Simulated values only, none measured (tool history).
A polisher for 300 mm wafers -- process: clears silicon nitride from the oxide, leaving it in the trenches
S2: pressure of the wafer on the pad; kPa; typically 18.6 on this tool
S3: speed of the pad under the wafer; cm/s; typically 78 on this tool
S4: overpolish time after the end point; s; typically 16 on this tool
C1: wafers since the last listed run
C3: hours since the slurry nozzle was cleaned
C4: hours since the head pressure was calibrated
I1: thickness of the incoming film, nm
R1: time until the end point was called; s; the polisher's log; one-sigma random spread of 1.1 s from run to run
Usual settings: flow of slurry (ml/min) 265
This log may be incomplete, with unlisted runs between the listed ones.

run 1 day=0 | flow_of_slurry_(ml/min)=265 S2=18.6 S3=78 S4=16 | C1=0 wafers_polished_on_this_pad=1117 C3=162.2 C4=1141.7 | I1=70.3 | R1=117.8
run 2 day=1.267 | flow_of_slurry_(ml/min)=265 S2=18.6 S3=78 S4=16 | C1=246 wafers_polished_on_this_pad=1363 C3=192.6 C4=1172.1 | I1=68.8 | R1=121
run 3 day=1.808 | flow_of_slurry_(ml/min)=265 S2=18.6 S3=78 S4=18 | C1=105 wafers_polished_on_this_pad=1469 C3=205.6 C4=1185.1 | I1=70.3 | R1=125.5
-- day=2.012 worn pad replaced by a new one
run 4 day=2.579 | flow_of_slurry_(ml/min)=265 S2=18.6 S3=78 S4=18 | C1=117 wafers_polished_on_this_pad=110 C3=224.1 C4=1203.6 | I1=69.9 | R1=111.7
run 5 day=3.588 | flow_of_slurry_(ml/min)=265 S2=15.9 S3=78 S4=16 | C1=196 wafers_polished_on_this_pad=306 C3=248.3 C4=1227.8 | I1=68.8 | R1=127.3
run 6 day=4.921 | flow_of_slurry_(ml/min)=265 S2=15.9 S3=78 S4=16 | C1=259 wafers_polished_on_this_pad=565 C3=280.3 C4=1259.8 | I1=70.5 | R1=132.7
run 7 day=5.904 | flow_of_slurry_(ml/min)=265 S2=15.9 S3=78 S4=16 | C1=191 wafers_polished_on_this_pad=757 C3=303.9 C4=1283.4 | I1=69 | R1=130.1
-- day=6.512 slurry nozzle cleaned
run 8 day=6.638 | flow_of_slurry_(ml/min)=265 S2=24.1 S3=78 S4=22 | C1=134 wafers_polished_on_this_pad=891 C3=3 C4=1301 | I1=69.7 | R1=87.1
-- day=7.025 head pressure recalibrated
run 9 day=7.908 | flow_of_slurry_(ml/min)=265 S2=24.1 S3=78 S4=22 | C1=230 wafers_polished_on_this_pad=1122 C3=33.5 C4=21.2 | I1=71.3 | R1=93.2
run 10 day=8.662 | flow_of_slurry_(ml/min)=210 S2=18.6 S3=78 S4=16 | C1=146 wafers_polished_on_this_pad=1269 C3=51.6 C4=39.3 | I1=70.6 | R1=124.9
-- day=9.492 worn pad replaced by a new one
run 11 day=9.733 | flow_of_slurry_(ml/min)=350 S2=18.6 S3=78 S4=16 | C1=175 wafers_polished_on_this_pad=47 C3=77.3 C4=65 | I1=70.4 | R1=107.7
run 12 day=11.112 | flow_of_slurry_(ml/min)=230 S2=18.6 S3=78 S4=24 | C1=268 wafers_polished_on_this_pad=315 C3=110.4 C4=98.1 | I1=70.2 | R1=112.3
run 13 day=12.025 | flow_of_slurry_(ml/min)=265 S2=18.6 S3=78 S4=9 | C1=177 wafers_polished_on_this_pad=492 C3=132.3 C4=120 | I1=69.5 | R1=109.7
run 14 day=13.129 | flow_of_slurry_(ml/min)=265 S2=17.2 S3=78 S4=16 | C1=214 wafers_polished_on_this_pad=707 C3=158.8 C4=146.5 | I1=69.4 | R1=121.3
run 15 day=14.225 | flow_of_slurry_(ml/min)=265 S2=18.6 S3=78 S4=16 | C1=213 wafers_polished_on_this_pad=920 C3=185.1 C4=172.8 | I1=69.8 | R1=113.5

For some of the steps in R1 from one run to the next: how much would appear even if the tool had no hidden state, given the settings, what came in and random variation, and how much remains for the hidden state plus any gauge scatter that the measured result and the result without hidden state don't share?
Hidden state at play: removal rate lost through wear of the pad, %; slurry flow missing at the pad, %; deviation of the head's pressure from its setpoint, %.
Run 3 -> 4: worn pad replaced by a new one. R1 -13.8 s: hidden state -16.5, all else +2.7.
Run 7 -> 8: S2 15.9 -> 24.1, S4 16 -> 22, slurry nozzle cleaned. R1 -43 s: hidden state -0.7, all else -42.3.
